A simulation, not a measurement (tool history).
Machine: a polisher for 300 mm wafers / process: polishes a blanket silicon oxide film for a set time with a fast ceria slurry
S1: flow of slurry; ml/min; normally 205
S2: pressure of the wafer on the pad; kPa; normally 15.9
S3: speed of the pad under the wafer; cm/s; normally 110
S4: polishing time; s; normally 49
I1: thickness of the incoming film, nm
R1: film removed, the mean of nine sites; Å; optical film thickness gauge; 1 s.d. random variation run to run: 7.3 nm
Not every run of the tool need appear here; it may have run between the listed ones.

run,day,S1,S2,S3,S4,I1,R1
1,0,205,15.9,110,49,1933.2,7565
2,1.412,205,15.9,110,49,1896.1,7430
3,3.679,205,15.9,132,39,1910.6,6848
# day 6.254: worn pad replaced by a new one
4,6.392,205,15.9,132,39,1932.6,7316
5,7.621,205,15.9,132,39,1898.8,7090
6,10.396,205,15.9,110,49,1916.6,7164
# day 12.538: worn pad replaced by a new one
7,12.558,205,15.9,110,49,1959.8,7592
# day 12.954: slurry nozzle cleaned
8,14.271,205,17.9,110,49,1939.3,8203
9,15.325,205,12.4,110,49,1935.3,5766
# day 15.904: head pressure recalibrated
10,17.1,205,15.9,110,54,1938.6,7654
# day 18.921: worn pad replaced by a new one
11,19.025,225,13.8,136,34,1910.1,5809
12,20.654,205,15.9,138,34,1917.4,6471
13,22.967,175,15.9,110,38,1934.8,5397
14,25.654,205,15.9,110,49,1926.5,6751
# day 25.833: worn pad replaced by a new one
15,28.917,205,15.9,110,49,1888.3,7234
16,30.708,205,18.6,110,66,1903.6,10714
17,32.067,205,15.9,110,49,1902.9,6662
# day 32.604: worn pad replaced by a new one
18,33.154,205,17.9,134,49,1912.4,10292

Selected run-to-run steps in R1, each split into two signed amounts: the part the tool would show with no hidden state at all (from settings, incoming material and random variation), and the remainder, which goes to the hidden state together with any gauge scatter not common to the measured and the hidden-state-free results:
Unlogged tool condition in this case: removal rate lost through wear of the pad, %; slurry flow missing at the pad, %; deviation of the head's pressure from its setpoint, %.
Run 10 -> 11: S1 205 -> 225, S2 15.9 -> 13.8, S3 110 -> 136, S4 54 -> 34, worn pad replaced by a new one. R1 -1845 Å: hidden state +757, all else -2602.
Run 16 -> 17: S2 18.6 -> 15.9, S4 66 -> 49. R1 -4052 Å: hidden state +235, all else -4287.
